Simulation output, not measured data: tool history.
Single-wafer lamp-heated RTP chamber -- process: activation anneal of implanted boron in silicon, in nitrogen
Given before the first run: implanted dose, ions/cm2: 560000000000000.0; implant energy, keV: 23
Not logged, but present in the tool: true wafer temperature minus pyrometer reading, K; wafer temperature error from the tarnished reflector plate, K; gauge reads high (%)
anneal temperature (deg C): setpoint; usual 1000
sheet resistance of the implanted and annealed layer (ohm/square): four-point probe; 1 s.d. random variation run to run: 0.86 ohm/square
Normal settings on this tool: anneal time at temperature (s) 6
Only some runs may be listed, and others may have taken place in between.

run	hour	anneal temperature (deg C)	anneal time at temperature (s)	wafers since the last listed run	wafers since the last pyrometer calibration	wafers since the reflector plate was cleaned	hours since the gauge calibration	read-back reference wafer on the same gauge, sheet resistance	sheet resistance of the implanted and annealed layer (ohm/square)
1	0.0	1000	6	0	42	4897	227.8	187.07	191.93
2	13.9	1000	7	152	194	5050	241.7	187.26	190.79
3	28.9	1000	7	164	359	5214	256.7	186.97	191.74
4	64.0	1000	4	385	744	5600	291.8	186.99	193.61
5	96.7	1000	6	358	1103	5959	324.5	187.09	191.92
6	120.1	1000	6	256	1360	6215	347.9	186.93	192.09
7	143.7	1012	3	259	1619	6474	371.5	186.86	188.04
8	159.4	1012	3	172	1791	6647	387.2	186.93	190.51
# hour 167.8: reflector plate cleaned
9	182.1	1012	3	161	1953	156	409.9	186.94	189.37
10	216.6	1000	6	378	2331	535	444.4	186.74	190.58
11	240.2	1000	6	259	2591	794	468.0	186.94	188.54
12	272.7	1000	6	356	2947	1151	500.5	186.83	188.80
13	291.6	1000	6	207	3155	1358	519.4	187.24	189.58
# hour 301.2: pyrometer window cleaned and pyrometer calibrated
# hour 306.5: gauge calibrated
14	319.5	1000	6	218	200	1577	13.0	187.07	193.09
15	345.1	1000	8	280	481	1858	38.6	186.84	190.83
16	375.2	1000	6	330	812	2188	68.7	187.04	191.10
17	393.6	974	6	201	1014	2390	87.1	187.15	212.29
18	409.5	972	8	174	1188	2565	103.0	187.02	212.16
19	440.0	1024	3	334	1523	2900	133.5	186.95	188.23
20	465.6	1000	7	280	1804	3181	159.1	187.16	190.78
21	480.6	1016	6	164	1968	3345	174.1	187.16	186.89
22	497.2	973	8	182	2151	3527	190.7	186.99	205.41
23	518.2	1025	9	230	2381	3758	211.7	187.14	184.27
24	535.2	1000	9	186	2568	3944	228.7	186.96	188.26
25	564.5	991	4	321	2889	4266	258.0	186.85	192.28

Run 26 is up next; what results do you expect?
26	585.6	974	6	231	3121	4498	279.1	?	?

Run 26 yielded read-back reference wafer on the same gauge, sheet resistance 186.94, sheet resistance of the implanted and annealed layer (ohm/square) 201.21.
Take away the tool's hidden state, keep the run-to-run variation as it was, and the same run would have given sheet resistance of the implanted and annealed layer (ohm/square) 214.75.

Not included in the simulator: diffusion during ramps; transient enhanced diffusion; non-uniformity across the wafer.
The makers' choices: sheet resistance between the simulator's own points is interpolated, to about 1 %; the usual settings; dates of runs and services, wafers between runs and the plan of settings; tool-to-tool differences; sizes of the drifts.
